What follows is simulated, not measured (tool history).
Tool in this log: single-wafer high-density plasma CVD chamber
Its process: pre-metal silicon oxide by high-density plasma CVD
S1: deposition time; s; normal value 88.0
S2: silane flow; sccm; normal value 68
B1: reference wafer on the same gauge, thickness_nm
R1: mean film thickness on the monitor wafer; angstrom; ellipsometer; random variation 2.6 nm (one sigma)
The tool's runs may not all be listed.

run,hour,S1,S2,B1,R1
1,0.0,98.6,68,579.143,6160.12
2,53.7,98.6,68,579.384,6141.82
3,158.5,88.0,68,580.429,5471.84
4,184.0,88.0,68,579.459,5493.22
5,213.3,88.0,68,579.288,5490.97
6,257.3,88.0,68,580.142,5431.72
7,321.8,88.0,73,579.662,5912.04
8,390.1,88.0,73,580.179,5826.60
9,433.9,88.0,68,580.774,5512.13
10,571.1,97.0,68,579.058,6055.28
# hour 584.6: silane flow controller replaced
11,608.4,97.0,68,579.920,6452.01
12,677.2,98.4,59,579.843,5712.15
13,736.0,88.0,68,580.005,5844.59
# hour 741.0: gauge calibrated
14,909.2,73.4,64,580.598,4584.13
15,968.3,88.0,63,580.994,5422.80
16,1002.6,74.7,80,579.848,5686.59
17,1046.6,88.0,68,580.576,5787.45
18,1105.5,88.0,68,581.065,5745.73
19,1134.7,74.1,76,579.628,5388.52
20,1182.1,102.7,77,579.298,7478.76
21,1250.0,74.7,80,579.051,5624.96
22,1308.4,101.6,68,578.652,6601.22

5 options for the next run, each taken on its own from the tool as it stands now. Forecast them:
A,1308.8,73.2,68,?,?
B,1308.8,94.6,80,?,?
C,1308.8,77.7,61,?,?
D,1308.8,105.0,77,?,?
E,1308.8,102.1,54,?,?

run,B1,R1
A,580.369,4755.53
B,580.369,7136.99
C,580.369,4572.99
D,580.369,7646.57
E,580.369,5385.01
With the hidden condition removed and each run's random variation left untouched, the same runs would have given:
run,R1
A,4885.37
B,7331.84
C,4697.84
D,7855.33
E,5532.03

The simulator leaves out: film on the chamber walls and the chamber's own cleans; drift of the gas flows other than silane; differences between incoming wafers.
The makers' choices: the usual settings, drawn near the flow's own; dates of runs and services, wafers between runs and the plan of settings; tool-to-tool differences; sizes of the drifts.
